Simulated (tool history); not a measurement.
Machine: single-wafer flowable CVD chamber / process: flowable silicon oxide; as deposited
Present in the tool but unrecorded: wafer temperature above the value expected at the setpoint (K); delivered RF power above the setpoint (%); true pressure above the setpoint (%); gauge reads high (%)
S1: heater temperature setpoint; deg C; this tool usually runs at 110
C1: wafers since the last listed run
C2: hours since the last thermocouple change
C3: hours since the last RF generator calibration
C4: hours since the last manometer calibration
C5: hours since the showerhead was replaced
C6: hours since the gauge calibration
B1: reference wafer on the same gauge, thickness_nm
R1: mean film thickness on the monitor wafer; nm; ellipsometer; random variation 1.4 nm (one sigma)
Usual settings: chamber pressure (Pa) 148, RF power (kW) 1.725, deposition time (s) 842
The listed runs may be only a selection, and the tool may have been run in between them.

run 1 hour=0.0 | S1=110 chamber_pressure_(Pa)=148 RF_power_(kW)=1.725 deposition_time_(s)=842 | C1=0 C2=2407.9 C3=2151.3 C4=2565.3 C5=4459.2 C6=89.9 | B1=501.006 | R1=592.781
run 2 hour=15.6 | S1=110 chamber_pressure_(Pa)=148 RF_power_(kW)=1.725 deposition_time_(s)=842 | C1=37 C2=2423.5 C3=2166.9 C4=2580.9 C5=4474.8 C6=105.5 | B1=500.625 | R1=597.937
-- hour=23.9 gauge calibrated
run 3 hour=26.5 | S1=110 chamber_pressure_(Pa)=148 RF_power_(kW)=1.945 deposition_time_(s)=842 | C1=26 C2=2434.4 C3=2177.8 C4=2591.8 C5=4485.7 C6=2.6 | B1=501.082 | R1=618.663
run 4 hour=43.2 | S1=110 chamber_pressure_(Pa)=148 RF_power_(kW)=1.945 deposition_time_(s)=842 | C1=40 C2=2451.1 C3=2194.5 C4=2608.5 C5=4502.4 C6=19.3 | B1=501.084 | R1=619.046
run 5 hour=54.9 | S1=110 chamber_pressure_(Pa)=148 RF_power_(kW)=1.945 deposition_time_(s)=842 | C1=28 C2=2462.8 C3=2206.2 C4=2620.2 C5=4514.1 C6=31.0 | B1=500.854 | R1=617.853
run 6 hour=69.3 | S1=110 chamber_pressure_(Pa)=148 RF_power_(kW)=1.725 deposition_time_(s)=925 | C1=34 C2=2477.2 C3=2220.6 C4=2634.6 C5=4528.5 C6=45.4 | B1=501.103 | R1=658.209
-- hour=83.1 capacitance manometer re-zeroed and calibrated
run 7 hour=85.5 | S1=110 chamber_pressure_(Pa)=148 RF_power_(kW)=1.725 deposition_time_(s)=925 | C1=19 C2=2493.4 C3=2236.8 C4=2.4 C5=4544.7 C6=61.6 | B1=501.041 | R1=659.106
-- hour=104.2 thermocouple changed; heater temperature recalibrated
-- hour=110.1 RF generator calibrated
-- hour=113.4 showerhead replaced
run 8 hour=113.9 | S1=110 chamber_pressure_(Pa)=148 RF_power_(kW)=1.725 deposition_time_(s)=842 | C1=27 C2=9.7 C3=3.8 C4=30.8 C5=0.5 C6=90.0 | B1=501.104 | R1=676.421
run 9 hour=114.4 | S1=110 chamber_pressure_(Pa)=148 RF_power_(kW)=1.965 deposition_time_(s)=842 | C1=1 C2=10.2 C3=4.3 C4=31.3 C5=1.0 C6=90.5 | B1=500.990 | R1=702.075
run 10 hour=121.0 | S1=116 chamber_pressure_(Pa)=148 RF_power_(kW)=1.615 deposition_time_(s)=842 | C1=15 C2=16.8 C3=10.9 C4=37.9 C5=7.6 C6=97.1 | B1=500.782 | R1=542.428
run 11 hour=130.5 | S1=110 chamber_pressure_(Pa)=148 RF_power_(kW)=1.725 deposition_time_(s)=925 | C1=22 C2=26.3 C3=20.4 C4=47.4 C5=17.1 C6=106.6 | B1=500.689 | R1=741.816
-- hour=136.7 gauge calibrated
-- hour=141.1 thermocouple changed; heater temperature recalibrated, repeated, since the last time left the tool worse
run 12 hour=143.3 | S1=110 chamber_pressure_(Pa)=160 RF_power_(kW)=1.725 deposition_time_(s)=842 | C1=11 C2=2.2 C3=33.2 C4=60.2 C5=29.9 C6=6.6 | B1=500.993 | R1=557.963
run 13 hour=157.3 | S1=104 chamber_pressure_(Pa)=160 RF_power_(kW)=1.855 deposition_time_(s)=999 | C1=33 C2=16.2 C3=47.2 C4=74.2 C5=43.9 C6=20.6 | B1=501.274 | R1=822.571
run 14 hour=163.4 | S1=110 chamber_pressure_(Pa)=148 RF_power_(kW)=1.550 deposition_time_(s)=842 | C1=14 C2=22.3 C3=53.3 C4=80.3 C5=50.0 C6=26.7 | B1=500.849 | R1=500.685
run 15 hour=170.9 | S1=110 chamber_pressure_(Pa)=148 RF_power_(kW)=1.725 deposition_time_(s)=939 | C1=18 C2=29.8 C3=60.8 C4=87.8 C5=57.5 C6=34.2 | B1=501.255 | R1=582.027

Predict each of these 4 candidate next runs independently; none follows another, all start after run 15:
run A hour=171.5 | S1=110 chamber_pressure_(Pa)=148 RF_power_(kW)=1.440 deposition_time_(s)=842 | C1=1 C2=30.4 C3=61.4 C4=88.4 C5=58.1 C6=34.8 | B1=? | R1=?
run B hour=171.5 | S1=119 chamber_pressure_(Pa)=180 RF_power_(kW)=1.725 deposition_time_(s)=905 | C1=1 C2=30.4 C3=61.4 C4=88.4 C5=58.1 C6=34.8 | B1=? | R1=?
run C hour=171.5 | S1=118 chamber_pressure_(Pa)=159 RF_power_(kW)=1.725 deposition_time_(s)=842 | C1=1 C2=30.4 C3=61.4 C4=88.4 C5=58.1 C6=34.8 | B1=? | R1=?
run D hour=171.5 | S1=96 chamber_pressure_(Pa)=148 RF_power_(kW)=1.515 deposition_time_(s)=995 | C1=1 C2=30.4 C3=61.4 C4=88.4 C5=58.1 C6=34.8 | B1=? | R1=?

run=A B1=501.035 R1=483.569
run=B B1=501.035 R1=513.691
run=C B1=501.035 R1=438.515
run=D B1=501.035 R1=916.892
Without the tool's unlogged condition, the same runs would have read:
run=A R1=488.688
run=B R1=518.888
run=C R1=442.974
run=D R1=926.983
